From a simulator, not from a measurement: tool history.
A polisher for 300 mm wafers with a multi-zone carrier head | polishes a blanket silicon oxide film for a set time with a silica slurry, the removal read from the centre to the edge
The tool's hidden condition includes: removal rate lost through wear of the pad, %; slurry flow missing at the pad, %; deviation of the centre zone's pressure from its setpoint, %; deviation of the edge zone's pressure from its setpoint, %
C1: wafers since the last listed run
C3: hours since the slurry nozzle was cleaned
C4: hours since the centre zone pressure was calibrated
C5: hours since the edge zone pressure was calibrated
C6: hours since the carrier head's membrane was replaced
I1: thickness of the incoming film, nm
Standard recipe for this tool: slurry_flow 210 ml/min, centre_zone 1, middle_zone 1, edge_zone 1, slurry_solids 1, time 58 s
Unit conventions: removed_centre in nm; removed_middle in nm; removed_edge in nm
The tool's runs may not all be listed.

run 1 hour=0 | slurry_flow=210 centre_zone=1 middle_zone=1 edge_zone=1 slurry_solids=1 time=67 | C1=0 wafers_polished_on_this_pad=929 C3=174.2 C4=252.6 C5=99.4 C6=321.2 | I1=1737.6 | removed_centre=215 removed_middle=211.1 removed_edge=224.7
-- hour=28.7 worn pad replaced by a new one
run 2 hour=43.5 | slurry_flow=210 centre_zone=1 middle_zone=1 edge_zone=1 slurry_solids=1 time=67 | C1=258 wafers_polished_on_this_pad=96 C3=217.7 C4=296.1 C5=142.9 C6=364.7 | I1=1739.6 | removed_centre=211.7 removed_middle=221.1 removed_edge=234.7
-- hour=89.8 slurry nozzle cleaned
run 3 hour=99.1 | slurry_flow=210 centre_zone=1 middle_zone=1 edge_zone=1 slurry_solids=1 time=67 | C1=356 wafers_polished_on_this_pad=453 C3=9.3 C4=351.7 C5=198.5 C6=420.3 | I1=1749.4 | removed_centre=247 removed_middle=255 removed_edge=251.9
run 4 hour=158.9 | slurry_flow=210 centre_zone=1 middle_zone=1 edge_zone=1 slurry_solids=1 time=58 | C1=390 wafers_polished_on_this_pad=844 C3=69.1 C4=411.5 C5=258.3 C6=480.1 | I1=1734.8 | removed_centre=202.7 removed_middle=207.6 removed_edge=211.8
-- hour=206.7 worn pad replaced by a new one
run 5 hour=276.7 | slurry_flow=210 centre_zone=1 middle_zone=1 edge_zone=1 slurry_solids=1 time=58 | C1=743 wafers_polished_on_this_pad=457 C3=186.9 C4=529.3 C5=376.1 C6=597.9 | I1=1767.7 | removed_centre=203.5 removed_middle=204.9 removed_edge=205.5
run 6 hour=334.8 | slurry_flow=210 centre_zone=1 middle_zone=1 edge_zone=1 slurry_solids=1 time=58 | C1=379 wafers_polished_on_this_pad=837 C3=245 C4=587.4 C5=434.2 C6=656 | I1=1750.9 | removed_centre=183.7 removed_middle=184.3 removed_edge=195.9
-- hour=343.4 slurry nozzle cleaned
run 7 hour=376.5 | slurry_flow=210 centre_zone=1 middle_zone=1 edge_zone=1 slurry_solids=1 time=58 | C1=265 wafers_polished_on_this_pad=1103 C3=33.1 C4=629.1 C5=475.9 C6=697.7 | I1=1709.2 | removed_centre=206.4 removed_middle=193.2 removed_edge=203.2
run 8 hour=400.9 | slurry_flow=210 centre_zone=1 middle_zone=1 edge_zone=1 slurry_solids=1 time=58 | C1=159 wafers_polished_on_this_pad=1262 C3=57.5 C4=653.5 C5=500.3 C6=722.1 | I1=1763.3 | removed_centre=191.9 removed_middle=194 removed_edge=192.8
-- hour=424.6 edge zone pressure recalibrated
-- hour=433.6 worn pad replaced by a new one
run 9 hour=461.3 | slurry_flow=210 centre_zone=1 middle_zone=1 edge_zone=1 slurry_solids=1 time=58 | C1=355 wafers_polished_on_this_pad=181 C3=117.9 C4=713.9 C5=36.7 C6=782.5 | I1=1727.6 | removed_centre=202.7 removed_middle=209.8 removed_edge=213.8
run 10 hour=496.5 | slurry_flow=275 centre_zone=1 middle_zone=1 edge_zone=1 slurry_solids=0.85 time=48 | C1=230 wafers_polished_on_this_pad=411 C3=153.1 C4=749.1 C5=71.9 C6=817.7 | I1=1748.6 | removed_centre=157.6 removed_middle=160.3 removed_edge=159.7
-- hour=505.7 carrier head's membrane replaced by a new one
run 11 hour=560.3 | slurry_flow=210 centre_zone=1 middle_zone=1 edge_zone=1 slurry_solids=1 time=48 | C1=384 wafers_polished_on_this_pad=795 C3=216.9 C4=812.9 C5=135.7 C6=54.6 | I1=1740.4 | removed_centre=153.3 removed_middle=155.6 removed_edge=162.3
-- hour=598.4 slurry nozzle cleaned
run 12 hour=599.7 | slurry_flow=210 centre_zone=1 middle_zone=0.91 edge_zone=1 slurry_solids=1.15 time=51 | C1=250 wafers_polished_on_this_pad=1046 C3=1.3 C4=852.3 C5=175.1 C6=94 | I1=1763.2 | removed_centre=189.6 removed_middle=172 removed_edge=197.9
run 13 hour=624.7 | slurry_flow=210 centre_zone=1 middle_zone=1.11 edge_zone=1 slurry_solids=1 time=58 | C1=163 wafers_polished_on_this_pad=1209 C3=26.3 C4=877.3 C5=200.1 C6=119 | I1=1762.2 | removed_centre=195.1 removed_middle=207.4 removed_edge=196.3
-- hour=645.8 worn pad replaced by a new one
-- hour=653.7 centre zone pressure recalibrated
run 14 hour=685.2 | slurry_flow=210 centre_zone=1 middle_zone=0.93 edge_zone=1 slurry_solids=0.8 time=58 | C1=356 wafers_polished_on_this_pad=244 C3=86.8 C4=31.5 C5=260.6 C6=179.5 | I1=1730.8 | removed_centre=181.1 removed_middle=170.5 removed_edge=189
run 15 hour=736.2 | slurry_flow=210 centre_zone=1 middle_zone=1 edge_zone=1 slurry_solids=1 time=58 | C1=333 wafers_polished_on_this_pad=577 C3=137.8 C4=82.5 C5=311.6 C6=230.5 | I1=1726.4 | removed_centre=207.8 removed_middle=207 removed_edge=213.7
run 16 hour=792.4 | slurry_flow=210 centre_zone=1.12 middle_zone=1.1 edge_zone=1 slurry_solids=1 time=43 | C1=367 wafers_polished_on_this_pad=945 C3=194 C4=138.7 C5=367.8 C6=286.7 | I1=1774.8 | removed_centre=157.4 removed_middle=155.4 removed_edge=147.1
-- hour=826.3 worn pad replaced by a new one
-- hour=830.5 slurry nozzle cleaned
run 17 hour=838.6 | slurry_flow=210 centre_zone=1 middle_zone=1 edge_zone=1.1 slurry_solids=1 time=43 | C1=269 wafers_polished_on_this_pad=74 C3=8.1 C4=184.9 C5=414 C6=332.9 | I1=1769.6 | removed_centre=162.9 removed_middle=165.1 removed_edge=174
-- hour=881.2 edge zone pressure recalibrated
run 18 hour=963.5 | slurry_flow=210 centre_zone=1 middle_zone=1 edge_zone=1 slurry_solids=1 time=58 | C1=803 wafers_polished_on_this_pad=877 C3=133 C4=309.8 C5=82.3 C6=457.8 | I1=1733.2 | removed_centre=199.8 removed_middle=197.1 removed_edge=203.1
run 19 hour=1001 | slurry_flow=210 centre_zone=1 middle_zone=0.93 edge_zone=1 slurry_solids=0.8 time=58 | C1=245 wafers_polished_on_this_pad=1122 C3=170.5 C4=347.3 C5=119.8 C6=495.3 | I1=1729.5 | removed_centre=158 removed_middle=152.3 removed_edge=164.7

Consider 4 possible next runs. They are alternatives, not a sequence: every one starts from the tool as it was left by run 19. What does each give?
run A hour=1001.4 | slurry_flow=210 centre_zone=1 middle_zone=1 edge_zone=1 slurry_solids=1.1 time=58 | C1=2 wafers_polished_on_this_pad=1125 C3=170.9 C4=347.7 C5=120.2 C6=495.7 | I1=1732.3 | removed_centre=? removed_middle=? removed_edge=?
run B hour=1001.4 | slurry_flow=210 centre_zone=1.07 middle_zone=0.94 edge_zone=0.89 slurry_solids=1 time=58 | C1=2 wafers_polished_on_this_pad=1125 C3=170.9 C4=347.7 C5=120.2 C6=495.7 | I1=1732.3 | removed_centre=? removed_middle=? removed_edge=?
run C hour=1001.4 | slurry_flow=210 centre_zone=1.05 middle_zone=0.94 edge_zone=1 slurry_solids=1 time=67 | C1=2 wafers_polished_on_this_pad=1125 C3=170.9 C4=347.7 C5=120.2 C6=495.7 | I1=1732.3 | removed_centre=? removed_middle=? removed_edge=?
run D hour=1001.4 | slurry_flow=210 centre_zone=1 middle_zone=1 edge_zone=0.91 slurry_solids=1 time=40 | C1=2 wafers_polished_on_this_pad=1125 C3=170.9 C4=347.7 C5=120.2 C6=495.7 | I1=1732.3 | removed_centre=? removed_middle=? removed_edge=?

run=A removed_centre=196.5 removed_middle=197.8 removed_edge=208
run=B removed_centre=195.2 removed_middle=177.1 removed_edge=189.2
run=C removed_centre=222.2 removed_middle=204.5 removed_edge=226.8
run=D removed_centre=127.8 removed_middle=128.7 removed_edge=131.3
Stripped of hidden state, with their random variation kept, the same runs would have yielded:
run=A removed_centre=235.3 removed_middle=234.9 removed_edge=242.8
run=B removed_centre=233.7 removed_middle=210.3 removed_edge=220.8
run=C removed_centre=266.1 removed_middle=242.9 removed_edge=264.7
run=D removed_centre=153 removed_middle=152.8 removed_edge=153.2
